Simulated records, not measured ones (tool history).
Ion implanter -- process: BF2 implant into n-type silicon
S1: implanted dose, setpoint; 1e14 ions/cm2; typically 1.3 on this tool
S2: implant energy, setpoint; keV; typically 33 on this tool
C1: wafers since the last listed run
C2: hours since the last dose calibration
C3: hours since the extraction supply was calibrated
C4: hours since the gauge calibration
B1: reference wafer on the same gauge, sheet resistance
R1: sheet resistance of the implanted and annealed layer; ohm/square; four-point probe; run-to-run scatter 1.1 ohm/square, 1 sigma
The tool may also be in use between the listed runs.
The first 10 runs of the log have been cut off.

run,hour,S1,S2,C1,C2,C3,C4,B1,R1
11,132.3,1.3,33,282,1248.2,5670.9,148.6,703.67,724.56
12,145,1.3,26,214,1260.9,5683.6,161.3,703.57,748.53
# hour 170.2: extraction supply calibrated
13,171.6,1.3,26,314,1287.5,1.4,187.9,703.9,746.78
14,187.8,1.3,26,274,1303.7,17.6,204.1,703.81,748.13
15,194.4,1.3,41.5,111,1310.3,24.2,210.7,703.63,701.58
16,207.6,1.3,41.5,223,1323.5,37.4,223.9,703.93,702.16
# hour 226.1: Faraday cup replaced and dose calibrated
17,226.6,1.59,26.5,186,0.5,56.4,242.9,703.62,651.16
18,227.7,1.3,33,18,1.6,57.5,244,703.89,746.84
19,241.4,1.3,38,231,15.3,71.2,257.7,703.41,733.7
# hour 244.5: gauge calibrated
20,253.9,1.6,22,211,27.8,83.7,9.4,703.93,662.21
21,270.9,1.49,27.5,287,44.8,100.7,26.4,704.05,683.77
22,277.3,1.02,42,108,51.2,107.1,32.8,704.4,877.61
23,284,1.03,38.5,113,57.9,113.8,39.5,703.81,879.84
24,292,0.99,26.5,135,65.9,121.8,47.5,703.9,963.08
25,307.6,1.3,24,263,81.5,137.4,63.1,703.78,779.8
26,320.2,1.65,33,213,94.1,150,75.7,703.91,614.34
27,329.1,1.02,28.5,150,103,158.9,84.6,703.98,927.28
28,344.2,1.5,24.5,255,118.1,174,99.7,703.54,688.58
29,350.7,1.3,33,109,124.6,180.5,106.2,703.77,743.74
30,360.5,1.52,38.5,165,134.4,190.3,116,704.18,643.67
31,369.7,1.3,33,155,143.6,199.5,125.2,703.74,743.14
32,375.8,1.19,24.5,103,149.7,205.6,131.3,704.06,833.7

4 options for the next run, each taken on its own from the tool as it stands now. Forecast them:
A,376.2,1.3,23.5,6,150.1,206,131.7,?,?
B,376.2,1.12,33,6,150.1,206,131.7,?,?
C,376.2,1.61,38.5,6,150.1,206,131.7,?,?
D,376.2,1.65,25,6,150.1,206,131.7,?,?

run,B1,R1
A,703.92,779.32
B,703.92,838.89
C,703.92,613.6
D,703.92,633.33
What these runs would have given with no unlogged condition in the tool:
run,R1
A,782.4
B,842.11
C,615.94
D,635.84
